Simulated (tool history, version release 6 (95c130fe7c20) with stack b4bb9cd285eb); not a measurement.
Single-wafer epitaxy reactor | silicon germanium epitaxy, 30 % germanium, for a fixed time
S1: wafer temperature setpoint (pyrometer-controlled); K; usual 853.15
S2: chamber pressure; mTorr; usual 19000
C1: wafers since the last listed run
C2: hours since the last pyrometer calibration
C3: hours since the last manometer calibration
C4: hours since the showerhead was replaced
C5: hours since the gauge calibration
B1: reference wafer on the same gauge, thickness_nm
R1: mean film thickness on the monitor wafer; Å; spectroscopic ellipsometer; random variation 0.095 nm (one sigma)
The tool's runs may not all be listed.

| run | hour | S1 | S2 | C1 | C2 | C3 | C4 | C5 | B1 | R1 |
|---|---|---|---|---|---|---|---|---|---|---|
| 1 | 0 | 859.15 | 19000 | 0 | 1278.5 | 1433.9 | 5489.3 | 533.4 | 41.584 | 452.42 |
| 2 | 33.9 | 859.15 | 19000 | 451 | 1312.4 | 1467.8 | 5523.2 | 567.3 | 41.598 | 453.58 |
|  | 41.1 | gauge calibrated |
| 3 | 97.8 | 853.15 | 16700 | 850 | 1376.3 | 1531.7 | 5587.1 | 56.7 | 41.607 | 380.49 |
| 4 | 137.9 | 853.15 | 19000 | 533 | 1416.4 | 1571.8 | 5627.2 | 96.8 | 41.596 | 398.31 |
| 5 | 169.5 | 853.15 | 19000 | 420 | 1448 | 1603.4 | 5658.8 | 128.4 | 41.574 | 398.97 |
| 6 | 233 | 853.15 | 19000 | 845 | 1511.5 | 1666.9 | 5722.3 | 191.9 | 41.61 | 396.54 |
| 7 | 304.7 | 853.15 | 19000 | 954 | 1583.2 | 1738.6 | 5794 | 263.6 | 41.597 | 397.48 |
| 8 | 333.4 | 853.15 | 19000 | 381 | 1611.9 | 1767.3 | 5822.7 | 292.3 | 41.586 | 397.18 |
|  | 407.3 | capacitance manometer re-zeroed and calibrated |
| 9 | 407.8 | 853.15 | 19000 | 883 | 1686.3 | 0.5 | 5897.1 | 366.7 | 41.617 | 397.67 |
| 10 | 467.1 | 853.15 | 19000 | 789 | 1745.6 | 59.8 | 5956.4 | 426 | 41.598 | 394.25 |
| 11 | 516.4 | 859.15 | 16200 | 656 | 1794.9 | 109.1 | 6005.7 | 475.3 | 41.616 | 423.44 |
| 12 | 578.1 | 857.15 | 16700 | 821 | 1856.6 | 170.8 | 6067.4 | 537 | 41.576 | 411.88 |
|  | 611.4 | showerhead replaced |
| 13 | 643.1 | 862.15 | 15900 | 758 | 1921.6 | 235.8 | 31.7 | 602 | 41.621 | 448.95 |
|  | 690 | gauge calibrated |
| 14 | 697.3 | 844.15 | 16200 | 721 | 1975.8 | 290 | 85.9 | 7.3 | 41.602 | 304.84 |
| 15 | 761 | 853.15 | 19000 | 847 | 2039.5 | 353.7 | 149.6 | 71 | 41.605 | 392.98 |
|  | 804.5 | pyrometer calibrated |
| 16 | 822.3 | 838.15 | 16400 | 709 | 17.8 | 415 | 210.9 | 132.3 | 41.602 | 272.99 |
| 17 | 888.1 | 845.15 | 16100 | 875 | 83.6 | 480.8 | 276.7 | 198.1 | 41.596 | 317.91 |
| 18 | 945.5 | 845.15 | 19000 | 763 | 141 | 538.2 | 334.1 | 255.5 | 41.597 | 339.14 |
| 19 | 1025 | 860.15 | 14400 | 1057 | 220.5 | 617.7 | 413.6 | 335 | 41.607 | 424.74 |
| 20 | 1078.9 | 853.15 | 19000 | 717 | 274.4 | 671.6 | 467.5 | 388.9 | 41.61 | 402.42 |
| 21 | 1133.9 | 853.15 | 19000 | 731 | 329.4 | 726.6 | 522.5 | 443.9 | 41.599 | 403.8 |

5 ways to go on from here, each from the tool as it stands after run 21. What would each give?
| A | 1134.3 | 846.15 | 19000 | 5 | 329.8 | 727 | 522.9 | 444.3 | ? | ? |
| B | 1134.3 | 853.15 | 20900 | 5 | 329.8 | 727 | 522.9 | 444.3 | ? | ? |
| C | 1134.3 | 853.15 | 23500 | 5 | 329.8 | 727 | 522.9 | 444.3 | ? | ? |
| D | 1134.3 | 846.15 | 17800 | 5 | 329.8 | 727 | 522.9 | 444.3 | ? | ? |
| E | 1134.3 | 847.15 | 17100 | 5 | 329.8 | 727 | 522.9 | 444.3 | ? | ? |

| run | B1 | R1 |
|---|---|---|
| A | 41.585 | 343.92 |
| B | 41.585 | 415.55 |
| C | 41.585 | 434.01 |
| D | 41.585 | 335.82 |
| E | 41.585 | 338.38 |
Without the tool's hidden state the same runs would have given:
| run | R1 |
|---|---|
| A | 344.16 |
| B | 415.83 |
| C | 434.31 |
| D | 336.05 |
| E | 338.62 |
